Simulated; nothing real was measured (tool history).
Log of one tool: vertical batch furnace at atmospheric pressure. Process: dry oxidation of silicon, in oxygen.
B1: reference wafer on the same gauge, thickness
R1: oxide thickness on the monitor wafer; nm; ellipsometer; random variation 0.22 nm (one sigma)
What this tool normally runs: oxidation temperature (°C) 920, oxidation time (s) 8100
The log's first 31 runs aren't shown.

run 32 hour=781.4 | oxidation_temperature_(°C)=895 oxidation_time_(s)=11730 | B1=42.86 | R1=37
run 33 hour=802.6 | oxidation_temperature_(°C)=940 oxidation_time_(s)=10530 | B1=42.84 | R1=54.55
run 34 hour=819.1 | oxidation_temperature_(°C)=932 oxidation_time_(s)=8100 | B1=42.81 | R1=41.97
run 35 hour=847.8 | oxidation_temperature_(°C)=930 oxidation_time_(s)=10440 | B1=42.83 | R1=48.47
run 36 hour=873.8 | oxidation_temperature_(°C)=944 oxidation_time_(s)=9810 | B1=42.79 | R1=54.16
run 37 hour=886.3 | oxidation_temperature_(°C)=935 oxidation_time_(s)=6930 | B1=42.77 | R1=38.58
run 38 hour=904.3 | oxidation_temperature_(°C)=898 oxidation_time_(s)=9360 | B1=42.78 | R1=32.58
run 39 hour=929.3 | oxidation_temperature_(°C)=904 oxidation_time_(s)=4080 | B1=42.85 | R1=20.73

Here are 4 independent what-if runs from the current tool condition. What would each one return?
run A hour=935.5 | oxidation_temperature_(°C)=920 oxidation_time_(s)=8100 | B1=? | R1=?
run B hour=935.5 | oxidation_temperature_(°C)=903 oxidation_time_(s)=11220 | B1=? | R1=?
run C hour=935.5 | oxidation_temperature_(°C)=941 oxidation_time_(s)=9900 | B1=? | R1=?
run D hour=935.5 | oxidation_temperature_(°C)=898 oxidation_time_(s)=4740 | B1=? | R1=?

run=A B1=42.78 R1=37.12
run=B B1=42.78 R1=38.85
run=C B1=42.78 R1=53.04
run=D B1=42.78 R1=21.44
Without the tool's hidden state the same runs would have given:
run=A R1=37.12
run=B R1=38.85
run=C R1=53.04
run=D R1=21.44

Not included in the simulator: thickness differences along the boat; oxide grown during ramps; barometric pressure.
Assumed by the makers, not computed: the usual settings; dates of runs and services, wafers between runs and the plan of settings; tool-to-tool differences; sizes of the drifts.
